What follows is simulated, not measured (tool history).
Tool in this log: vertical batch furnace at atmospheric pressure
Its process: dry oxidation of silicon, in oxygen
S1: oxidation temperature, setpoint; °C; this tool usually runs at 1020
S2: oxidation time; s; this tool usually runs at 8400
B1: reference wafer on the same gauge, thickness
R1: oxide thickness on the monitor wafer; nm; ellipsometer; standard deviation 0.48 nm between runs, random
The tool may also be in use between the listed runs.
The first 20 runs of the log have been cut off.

run,hour,S1,S2,B1,R1
21,1543.1,1035,8400,135.98,177.99
22,1623.1,1020,8400,136.05,164.69
23,1682.4,1035,8400,135.92,178.31
24,1752.2,1020,12210,135.98,201.27
25,1799.8,1020,8400,135.93,165.26
# hour 1839.3: boat lift adjusted
26,1886.8,1012,8400,135.75,161.42
27,1974.6,1010,4860,136.01,120.66
28,2079.9,1011,5790,135.99,132.79
29,2160.9,1035,10770,136.03,208.40
30,2205.6,1011,5790,136.09,133.54
31,2290.3,1020,8400,135.96,169.60
32,2330.8,1042,8400,136.03,190.36
# hour 2411.7: thermocouples replaced and temperature profile calibrated
33,2424.7,1020,8400,136.06,166.67
34,2495.7,1034,10170,135.87,199.44
35,2539.9,1037,12300,136.17,224.19
36,2615.6,1020,8400,136.11,166.00
37,2713.3,1030,4680,135.94,129.87

Forecast each of these 5 alternatives for the next run:
A,2719.5,1020,11910,?,?
B,2719.5,1031,10890,?,?
C,2719.5,1011,6600,?,?
D,2719.5,1005,8400,?,?
E,2719.5,995,5640,?,?

run,B1,R1
A,135.84,200.91
B,135.84,202.81
C,135.84,140.02
D,135.84,153.40
E,135.84,118.77
Had the tool no hidden state, the same runs would have come out as:
run,R1
A,200.80
B,202.70
C,139.94
D,153.31
E,118.70
